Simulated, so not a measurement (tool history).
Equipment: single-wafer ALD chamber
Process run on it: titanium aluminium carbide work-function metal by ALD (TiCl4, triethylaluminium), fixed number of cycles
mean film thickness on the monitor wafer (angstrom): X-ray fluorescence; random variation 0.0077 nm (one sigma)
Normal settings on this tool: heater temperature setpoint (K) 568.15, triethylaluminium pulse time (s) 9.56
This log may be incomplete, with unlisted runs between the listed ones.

run,hour,heater temperature setpoint (K),triethylaluminium pulse time (s),wafers since the last listed run,hours since the last thermocouple change,hours since the last triethylaluminium bottle change,hours since the showerhead was replaced,hours since the gauge calibration,"read-back reference wafer on the same gauge, thickness_nm",mean film thickness on the monitor wafer (angstrom)
1,0.0,568.15,9.56,0,658.5,925.3,4077.6,1322.3,2.059,18.75
2,55.0,568.15,9.56,924,713.5,980.3,4132.6,1377.3,2.059,18.80
3,102.2,568.15,11.09,793,760.7,1027.5,4179.8,1424.5,2.059,19.21
4,134.8,568.15,11.09,548,793.3,1060.1,4212.4,1457.1,2.061,19.11
5,205.3,568.15,10.60,1185,863.8,1130.6,4282.9,1527.6,2.061,19.09
6,267.5,577.15,11.58,1045,926.0,1192.8,4345.1,1589.8,2.060,20.06
7,310.1,577.15,11.58,716,968.6,1235.4,4387.7,1632.4,2.060,20.28
8,375.8,577.15,11.58,1104,1034.3,1301.1,4453.4,1698.1,2.060,20.32
# hour 444.0: showerhead replaced
9,547.7,568.15,9.56,2755,1206.2,1473.0,103.7,1870.0,2.060,18.71
# hour 575.0: gauge calibrated
10,610.0,568.15,9.56,1047,1268.5,1535.3,166.0,35.0,2.062,18.66
11,681.3,578.15,11.80,1198,1339.8,1606.6,237.3,106.3,2.061,20.36
12,733.5,578.15,11.80,877,1392.0,1658.8,289.5,158.5,2.059,20.34
13,783.9,578.15,11.80,847,1442.4,1709.2,339.9,208.9,2.060,20.42
14,841.5,568.15,9.56,968,1500.0,1766.8,397.5,266.5,2.059,18.79
15,877.1,568.15,9.56,598,1535.6,1802.4,433.1,302.1,2.060,18.89
16,926.2,558.15,13.36,825,1584.7,1851.5,482.2,351.2,2.058,18.74
17,973.2,563.15,9.56,790,1631.7,1898.5,529.2,398.2,2.061,18.13
# hour 1050.2: thermocouple changed; heater temperature recalibrated
18,1050.7,568.15,6.18,1168,0.5,1976.0,606.7,475.7,2.061,16.25
19,1088.5,568.15,5.99,635,38.3,2013.8,644.5,513.5,2.060,16.12

For run 20, what comes out?
20,1124.2,556.15,11.31,600,74.0,2049.5,680.2,549.2,?,?

{"run 20": {"read-back reference wafer on the same gauge, thickness_nm": 2.06, "mean film thickness on the monitor wafer (angstrom)": 17.7}}
On a tool with no hidden condition, and with the same random variation, this run would have come out at mean film thickness on the monitor wafer (angstrom) 18.11.
